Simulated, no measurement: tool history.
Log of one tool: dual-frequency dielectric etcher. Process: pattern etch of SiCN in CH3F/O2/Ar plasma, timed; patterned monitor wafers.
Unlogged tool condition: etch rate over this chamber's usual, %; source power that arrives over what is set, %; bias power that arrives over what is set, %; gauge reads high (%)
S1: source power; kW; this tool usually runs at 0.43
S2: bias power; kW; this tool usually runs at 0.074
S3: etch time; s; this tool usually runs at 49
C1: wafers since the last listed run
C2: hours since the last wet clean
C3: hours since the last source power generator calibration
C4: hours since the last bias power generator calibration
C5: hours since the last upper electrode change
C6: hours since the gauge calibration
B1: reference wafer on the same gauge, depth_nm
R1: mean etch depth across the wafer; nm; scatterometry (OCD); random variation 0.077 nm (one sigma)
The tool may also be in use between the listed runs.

run	hour	S1	S2	S3	C1	C2	C3	C4	C5	C6	B1	R1
1	0	0.43	0.074	49	0	222.8	1516.3	2852.1	4790.4	1261.3	20.04	18.36
2	24	0.43	0.06	40.5	440	246.8	1540.3	2876.1	4814.4	1285.3	20.02	13.93
3	73.7	0.43	0.06	40.5	912	296.5	1590	2925.8	4864.1	1335	19.99	13.99
4	125.1	0.43	0.06	40.5	944	347.9	1641.4	2977.2	4915.5	1386.4	19.99	14.01
# hour 267.8: wet clean of the chamber
5	268.3	0.43	0.074	49	2189	0.5	1784.6	3120.4	5058.7	1529.6	20.01	18.14
# hour 277.2: source power generator calibrated
6	333.3	0.43	0.074	49	1120	65.5	56.1	3185.4	5123.7	1594.6	19.99	18.07
7	403	0.47	0.08	49	1280	135.2	125.8	3255.1	5193.4	1664.3	20.03	19.2
8	434.5	0.47	0.08	49	578	166.7	157.3	3286.6	5224.9	1695.8	19.99	19.11
# hour 526.9: bias power generator calibrated
9	608.2	0.43	0.062	49	3116	340.4	331	81.3	5398.6	1869.5	20	17.06
# hour 663.7: wet clean of the chamber
10	676.7	0.43	0.081	49	817	13	399.5	149.8	5467.1	1938	19.98	18.81
11	703.5	0.43	0.074	49	492	39.8	426.3	176.6	5493.9	1964.8	20.01	18.21
12	765.3	0.43	0.074	49	1135	101.6	488.1	238.4	5555.7	2026.6	20.01	18.39
13	829.8	0.43	0.074	49	1184	166.1	552.6	302.9	5620.2	2091.1	20.02	18.28
14	885.1	0.39	0.09	57.5	1015	221.4	607.9	358.2	5675.5	2146.4	20	22.64
15	933.3	0.43	0.074	49	885	269.6	656.1	406.4	5723.7	2194.6	19.99	18.31
16	975	0.43	0.074	54.5	765	311.3	697.8	448.1	5765.4	2236.3	19.99	20.1
17	1009.6	0.46	0.092	55	635	345.9	732.4	482.7	5800	2270.9	20	22.45
# hour 1064.3: gauge calibrated
18	1080.1	0.52	0.057	49	1294	416.4	802.9	553.2	5870.5	15.8	19.98	17.51
# hour 1135.5: upper electrode replaced
19	1151.3	0.43	0.057	54	866	487.6	874.1	624.4	15.8	87	19.99	18.44
# hour 1187.4: wet clean of the chamber
20	1187.9	0.32	0.063	49	231	0.5	910.7	661	52.4	123.6	20.01	16.25
21	1215.5	0.38	0.08	38	506	28.1	938.3	688.6	80	151.2	20	14.09
22	1286.4	0.51	0.064	49	1302	99	1009.2	759.5	150.9	222.1	19.98	18.06
23	1312.9	0.43	0.074	49	486	125.5	1035.7	786	177.4	248.6	20.02	18.2
24	1337.9	0.4	0.066	43	459	150.5	1060.7	811	202.4	273.6	19.99	15.23
25	1362.8	0.48	0.062	62.5	457	175.4	1085.6	835.9	227.3	298.5	19.99	22.57
26	1407.2	0.43	0.074	61	815	219.8	1130	880.3	271.7	342.9	19.97	22.74
27	1459.7	0.43	0.079	61	964	272.3	1182.5	932.8	324.2	395.4	20.01	23.21
28	1522.5	0.52	0.057	59.5	1153	335.1	1245.3	995.6	387	458.2	19.99	21.34
29	1558.2	0.43	0.074	49	655	370.8	1281	1031.3	422.7	493.9	20.01	18.09
30	1611.3	0.39	0.079	61.5	975	423.9	1334.1	1084.4	475.8	547	19.99	23.08
# hour 1695.5: wet clean of the chamber
31	1696	0.4	0.08	39	1114	0.5	1418.8	1169.1	560.5	631.7	19.99	14.67

For each entry between runs, how does the tool's hidden state at the last listed run before it compare with that at the first listed run after it?
Between runs 4 and 5: wet clean of the chamber (hour 267.8)
  both runs share identical hidden conditions
Between runs 5 and 6: source power generator calibrated (hour 277.2)
  both runs share identical hidden conditions
Between runs 8 and 9: bias power generator calibrated (hour 526.9)
  both runs share identical hidden conditions
Between runs 9 and 10: wet clean of the chamber (hour 663.7)
  both runs share identical hidden conditions
Between runs 17 and 18: gauge calibrated (hour 1064.3)
  both runs share identical hidden conditions
Between runs 18 and 19: upper electrode replaced (hour 1135.5)
  both runs share identical hidden conditions
Between runs 19 and 20: wet clean of the chamber (hour 1187.4)
  both runs share identical hidden conditions
Between runs 30 and 31: wet clean of the chamber (hour 1695.5)
  both runs share identical hidden conditions
